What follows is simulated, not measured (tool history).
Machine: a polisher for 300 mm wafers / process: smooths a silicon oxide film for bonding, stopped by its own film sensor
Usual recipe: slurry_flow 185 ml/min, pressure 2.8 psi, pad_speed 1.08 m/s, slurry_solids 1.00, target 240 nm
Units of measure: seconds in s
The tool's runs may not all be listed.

run    hour  slurry_flow  pressure  pad_speed  slurry_solids  target  wafers since the last listed run  wafers polished on this pad  hours since the slurry nozzle was cleaned  hours since the head pressure was calibrated  hours since the slurry blender was calibrated  incoming thickness of the incoming film, nm  seconds
  1     0.0          185       2.8       1.08           1.00     240                                 0                         3025                                      359.5                                         891.1                                          535.4                                        282.1     40.8
       54.6  -- head pressure recalibrated
  2   106.5          185       2.8       1.08           1.00     240                               759                         3784                                      466.0                                          51.9                                          641.9                                        277.2     40.9
      151.7  -- slurry blender recalibrated
  3   166.1          185       2.8       1.08           0.85     240                               418                         4203                                      525.6                                         111.5                                           14.4                                        284.7     47.9
  4   230.3          185       2.8       1.08           0.85     240                               466                         4669                                      589.8                                         175.7                                           78.6                                        283.6     45.6
      278.3  -- worn pad replaced by a new one
  5   284.0          185       2.8       1.08           0.85     240                               361                           41                                      643.5                                         229.4                                          132.3                                        279.5     41.3
      343.1  -- slurry nozzle cleaned
  6   553.8          225       2.8       1.08           1.00     240                              1953                         1994                                      210.7                                         499.2                                          402.1                                        279.6     38.2
  7   624.0          225       2.8       1.08           1.00     240                               510                         2504                                      280.9                                         569.4                                          472.3                                        281.0     39.5
  8   668.4          225       2.8       1.36           1.00     240                               322                         2827                                      325.3                                         613.8                                          516.7                                        276.0     30.1
  9   739.1          225       2.8       1.36           1.00     240                               513                         3340                                      396.0                                         684.5                                          587.4                                        281.3     33.7
 10   782.8          185       2.8       1.08           0.80     240                               317                         3658                                      439.7                                         728.2                                          631.1                                        276.9     40.6
      808.0  -- slurry blender recalibrated
 11   856.7          185       2.8       0.98           1.00     240                               522                         4180                                      513.6                                         802.1                                           48.7                                        281.2     40.4
 12   956.9          185       2.8       0.88           1.15     231                               728                         4909                                      613.8                                         902.3                                          148.9                                        276.0     44.8
      967.8  -- head pressure recalibrated
 13   994.6          185       2.8       1.08           1.20     226                               259                         5168                                      651.5                                          26.8                                          186.6                                        283.4     53.5
     1045.6  -- worn pad replaced by a new one
     1082.0  -- slurry nozzle cleaned
 14  1092.7          245       3.4       1.08           1.10     232                               676                          334                                       10.7                                         124.9                                          284.7                                        276.1     34.7
 15  1133.5          150       3.6       1.08           1.00     240                               296                          631                                       51.5                                         165.7                                          325.5                                        285.3     36.9
 16  1195.9          185       2.8       1.08           1.00     240                               453                         1084                                      113.9                                         228.1                                          387.9                                        274.3     34.5
 17  1273.7          185       2.5       1.08           0.75     240                               565                         1650                                      191.7                                         305.9                                          465.7                                        281.0     55.5
     1429.9  -- slurry blender recalibrated
 18  1585.2          185       3.3       1.24           1.25     240                              2249                         3899                                      503.2                                         617.4                                          155.3                                        279.4     24.8
 19  1663.6          185       2.8       1.08           1.00     240                               569                         4468                                      581.6                                         695.8                                          233.7                                        274.3     32.5
     1727.7  -- worn pad replaced by a new one
 20  1753.8          185       2.8       1.08           1.00     240                               626                          189                                      671.8                                         786.0                                          323.9                                        280.5     37.9
     1763.2  -- head pressure recalibrated
     1789.4  -- slurry nozzle cleaned
 21  1856.4          185       2.8       1.08           1.00     240                               723                          913                                       67.0                                          93.2                                          426.5                                        282.7     44.1
 22  1919.7          185       2.8       1.08           1.25     240                               459                         1373                                      130.3                                         156.5                                          489.8                                        278.9     36.4
 23  1983.8          215       2.8       1.08           1.00     231                               465                         1839                                      194.4                                         220.6                                          553.9                                        283.0     55.3
     2036.7  -- slurry blender recalibrated
 24  2048.3          185       2.8       0.92           1.00     240                               454                         2293                                      258.9                                         285.1                                           11.6                                        280.5     44.1
 25  2133.5          185       2.8       1.08           1.00     240                               619                         2912                                      344.1                                         370.3                                           96.8                                        282.2     41.2
 26  2196.8          165       3.6       1.08           0.80     234                               459                         3372                                      407.4                                         433.6                                          160.1                                        279.0     39.0
 27  2303.6          140       3.3       0.82           0.80     240                               776                         4148                                      514.2                                         540.4                                          266.9                                        275.8     43.9
     2347.7  -- worn pad replaced by a new one
 28  2358.0          185       2.4       1.18           0.85     249                               366                           75                                      568.6                                         594.8                                          321.3                                        282.1     39.3
 29  2448.8          185       2.2       1.08           1.00     240                               659                          734                                      659.4                                         685.6                                          412.1                                        282.5     52.2
     2503.4  -- slurry nozzle cleaned
 30  2542.8          150       2.8       1.08           1.20     240                               675                         1410                                       39.4                                         779.6                                          506.1                                        284.6     42.5
 31  2641.5          150       2.8       1.38           0.85     252                               717                         2127                                      138.1                                         878.3                                          604.8                                        274.6     21.1

Predict each of these 3 candidate next runs independently; none follows another, all start after run 31:
  A  2641.9          185       2.8       1.08           0.90     240                                 2                         2130                                      138.5                                         878.7                                          605.2                                        277.1        ?
  B  2641.9          185       3.3       1.08           0.70     240                                 2                         2130                                      138.5                                         878.7                                          605.2                                        277.1        ?
  C  2641.9          185       2.8       1.08           1.20     250                                 2                         2130                                      138.5                                         878.7                                          605.2                                        277.1        ?

run  seconds
  A     40.3
  B     40.0
  C     25.2
Had the tool no hidden state, the same runs would have come out as:
run  seconds
  A     39.0
  B     38.0
  C     24.9
